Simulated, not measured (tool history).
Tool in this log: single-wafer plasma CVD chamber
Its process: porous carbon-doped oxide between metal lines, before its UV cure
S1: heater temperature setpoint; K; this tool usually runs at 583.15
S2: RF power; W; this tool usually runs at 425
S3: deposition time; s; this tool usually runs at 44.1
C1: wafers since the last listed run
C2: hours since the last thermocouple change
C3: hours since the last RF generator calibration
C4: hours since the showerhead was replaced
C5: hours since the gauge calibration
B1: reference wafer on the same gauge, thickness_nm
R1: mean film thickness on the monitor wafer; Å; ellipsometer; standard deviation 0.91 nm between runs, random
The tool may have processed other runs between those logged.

run   hour      S1   S2    S3    C1      C2      C3      C4     C5       B1       R1
  1    0.0  583.15  425  44.1     0  1736.0   773.0  2016.5  103.0  180.811  1930.50
  2   23.9  583.15  425  44.1   747  1759.9   796.9  2040.4  126.9  180.973  1928.10
  3  116.7  583.15  425  44.1  2904  1852.7   889.7  2133.2  219.7  181.242  1918.52
  4  130.4  591.15  365  44.1   428  1866.4   903.4  2146.9  233.4  181.137  1595.36
  5  163.2  591.15  365  44.1  1026  1899.2   936.2  2179.7  266.2  180.975  1596.42
  6  188.0  583.15  425  44.1   776  1924.0   961.0  2204.5  291.0  180.866  1923.55
  7  222.8  583.15  425  44.1  1089  1958.8   995.8  2239.3  325.8  181.069  1929.73
  8  238.9  583.15  425  48.0   503  1974.9  1011.9  2255.4  341.9  180.879  2096.76
  9  263.1  583.15  425  48.0   757  1999.1  1036.1  2279.6  366.1  181.018  2087.05
 10  284.1  583.15  425  48.0   657  2020.1  1057.1  2300.6  387.1  181.263  2095.17
 11  298.9  583.15  425  44.1   463  2034.9  1071.9  2315.4  401.9  181.072  1919.62
 12  333.7  583.15  425  44.1  1089  2069.7  1106.7  2350.2  436.7  181.094  1915.77
 13  367.6  583.15  425  44.1  1060  2103.6  1140.6  2384.1  470.6  180.951  1932.12
 14  380.9  583.15  425  44.1   416  2116.9  1153.9  2397.4  483.9  180.844  1906.20
 15  400.9  583.15  425  44.1   625  2136.9  1173.9  2417.4  503.9  181.154  1917.70
     409.6  -- gauge calibrated
 16  432.0  583.15  425  44.1   973  2168.0  1205.0  2448.5   22.4  180.899  1926.57
 17  457.4  583.15  425  44.1   794  2193.4  1230.4  2473.9   47.8  180.811  1921.90
 18  483.2  591.15  425  51.1   807  2219.2  1256.2  2499.7   73.6  181.106  2133.17
 19  499.9  583.15  425  44.1   522  2235.9  1272.9  2516.4   90.3  180.904  1920.70
     539.6  -- thermocouple changed; heater temperature recalibrated
 20  540.1  583.15  425  44.1  1007     0.5  1313.1  2556.6  130.5  181.232  1908.42
     553.6  -- RF generator calibrated
 21  554.1  596.15  475  47.0   187    14.5     0.5  2570.6  144.5  181.048  2045.56
 22  571.6  588.15  370  35.6   547    32.0    18.0  2588.1  162.0  181.159  1281.05
 23  590.4  583.15  425  44.1   588    50.8    36.8  2606.9  180.8  181.122  1845.48
 24  617.6  571.15  350  47.6   851    78.0    64.0  2634.1  208.0  181.164  1719.76
 25  644.6  583.15  425  44.1   844   105.0    91.0  2661.1  235.0  181.216  1832.00
     668.6  -- RF generator calibrated, repeated, since the last time left the tool worse
     669.4  -- showerhead replaced
 26  669.9  575.15  425  44.1   518   130.3     1.3     0.5  260.3  181.038  2112.34
 27  696.3  583.15  425  44.1   826   156.7    27.7    26.9  286.7  181.064  2033.91
 28  713.3  583.15  425  39.6   532   173.7    44.7    43.9  303.7  181.043  1820.81
 29  745.9  574.15  425  39.7  1020   206.3    77.3    76.5  336.3  180.949  1895.46
 30  762.4  583.15  500  41.4   516   222.8    93.8    93.0  352.8  180.950  2168.63
 31  779.9  597.15  500  44.1   547   240.3   111.3   110.5  370.3  181.063  2174.45
 32  805.6  593.15  475  44.1   804   266.0   137.0   136.2  396.0  181.059  2120.76
 33  831.2  595.15  425  52.3   801   291.6   162.6   161.8  421.6  180.839  2224.59
 34  844.3  575.15  395  49.7   409   304.7   175.7   174.9  434.7  181.024  2170.01

Pick out some run-to-run changes in R1. Of each, how much would a tool without hidden state show as well, from the settings, what came in and chance, and how much is left for the hidden state and any gauge scatter not in both results compared?
Hidden conditions of the tool in this case: wafer temperature above the value expected at the setpoint (K); delivered RF power above the setpoint (%); gauge reads high (%).
Run 5 -> 6: S1 591.15 -> 583.15, S2 365 -> 425. R1 +327.13 Å: hidden state -15.64, all else +342.77.
Run 20 -> 21: S1 583.15 -> 596.15, S2 425 -> 475, S3 44.1 -> 47.0, RF generator calibrated. R1 +137.14 Å: hidden state -70.20, all else +207.34.
Run 21 -> 22: S1 596.15 -> 588.15, S2 475 -> 370, S3 47.0 -> 35.6. R1 -764.51 Å: hidden state +50.30, all else -814.81.
Run 22 -> 23: S1 588.15 -> 583.15, S2 370 -> 425, S3 35.6 -> 44.1. R1 +564.43 Å: hidden state -58.74, all else +623.17.
Run 25 -> 26: S1 583.15 -> 575.15, RF generator calibrated, repeated, since the last time left the tool worse, showerhead replaced. R1 +280.34 Å: hidden state +204.84, all else +75.50.
